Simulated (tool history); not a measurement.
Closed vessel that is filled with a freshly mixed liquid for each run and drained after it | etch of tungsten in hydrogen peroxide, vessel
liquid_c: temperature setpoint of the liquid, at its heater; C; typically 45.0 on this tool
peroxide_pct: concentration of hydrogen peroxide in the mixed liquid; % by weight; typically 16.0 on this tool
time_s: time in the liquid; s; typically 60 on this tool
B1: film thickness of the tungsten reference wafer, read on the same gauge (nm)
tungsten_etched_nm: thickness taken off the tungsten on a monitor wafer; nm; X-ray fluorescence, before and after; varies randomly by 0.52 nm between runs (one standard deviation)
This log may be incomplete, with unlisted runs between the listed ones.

Run 1, hour 0.0: usual settings but time_s 35 s; B1 30.02. Result: tungsten_etched_nm 43.91 nm.
Run 2, hour 91.9: usual settings but time_s 35 s; B1 30.03. Result: tungsten_etched_nm 43.81 nm.
Run 3, hour 184.1: usual settings but time_s 35 s; B1 30.01. Result: tungsten_etched_nm 43.41 nm.
Run 4, hour 292.0: usual settings but time_s 40 s; B1 30.04. Result: tungsten_etched_nm 49.44 nm.
At hour 324.8: new drum of peroxide connected.
Run 5, hour 350.0: usual settings; B1 30.02. Result: tungsten_etched_nm 74.79 nm.
Run 6, hour 431.7: usual settings; B1 29.99. Result: tungsten_etched_nm 73.96 nm.
Run 7, hour 473.1: usual settings; B1 30.01. Result: tungsten_etched_nm 74.23 nm.
Run 8, hour 513.7: usual settings; B1 30.02. Result: tungsten_etched_nm 74.69 nm.
At hour 574.8: thermometer replaced.
Run 9, hour 599.3: usual settings; B1 29.99. Result: tungsten_etched_nm 74.05 nm.
Run 10, hour 679.2: usual settings but liquid_c 35.0 C, peroxide_pct 21.0 % by weight, time_s 45 s; B1 29.99. Result: tungsten_etched_nm 32.98 nm.
At hour 710.6: gauge calibrated.
At hour 731.6: new drum of peroxide connected.
Run 11, hour 732.1: usual settings but liquid_c 38.0 C, peroxide_pct 19.0 % by weight, time_s 45 s; B1 29.98. Result: tungsten_etched_nm 38.77 nm.
Run 12, hour 939.7: usual settings; B1 29.98. Result: tungsten_etched_nm 72.52 nm.
At hour 1045.7: new drum of peroxide connected.
Run 13, hour 1046.6: usual settings; B1 29.98. Result: tungsten_etched_nm 72.37 nm.
At hour 1166.5: peroxide flow meter replaced.
Run 14, hour 1230.4: usual settings; B1 30.04. Result: tungsten_etched_nm 77.26 nm.
Run 15, hour 1311.6: usual settings but peroxide_pct 20.0 % by weight, time_s 75 s; B1 30.01. Result: tungsten_etched_nm 106.83 nm.
At hour 1354.2: new drum of peroxide connected.
Run 16, hour 1361.8: usual settings but liquid_c 50.0 C, peroxide_pct 13.5 % by weight, time_s 80 s; B1 29.98. Result: tungsten_etched_nm 127.62 nm.
Run 17, hour 1465.1: usual settings; B1 30.00. Result: tungsten_etched_nm 77.37 nm.
At hour 1503.0: thermometer replaced.
Run 18, hour 1543.1: usual settings but peroxide_pct 13.5 % by weight, time_s 35 s; B1 29.98. Result: tungsten_etched_nm 40.63 nm.

Branching from run 18: 5 alternative next runs. What would each branch give?
Run A, hour 1543.8: usual settings but time_s 30 s; B1 ?. Result: tungsten_etched_nm ?.
Run B, hour 1543.8: usual settings but time_s 90 s; B1 ?. Result: tungsten_etched_nm ?.
Run C, hour 1543.8: usual settings but liquid_c 55.0 C, peroxide_pct 18.5 % by weight, time_s 75 s; B1 ?. Result: tungsten_etched_nm ?.
Run D, hour 1543.8: usual settings but liquid_c 54.5 C, peroxide_pct 13.0 % by weight, time_s 70 s; B1 ?. Result: tungsten_etched_nm ?.
Run E, hour 1543.8: usual settings but peroxide_pct 14.0 % by weight; B1 ?. Result: tungsten_etched_nm ?.

run     B1  tungsten_etched_nm
  A  30.06               38.24
  B  30.06              114.72
  C  30.06              189.45
  D  30.06              143.89
  E  30.06               71.54
The same runs, with their run-to-run variation unchanged, on a tool lacking any hidden condition would have given:
run  tungsten_etched_nm
  A               39.07
  B              117.22
  C              193.58
  D              147.03
  E               73.10

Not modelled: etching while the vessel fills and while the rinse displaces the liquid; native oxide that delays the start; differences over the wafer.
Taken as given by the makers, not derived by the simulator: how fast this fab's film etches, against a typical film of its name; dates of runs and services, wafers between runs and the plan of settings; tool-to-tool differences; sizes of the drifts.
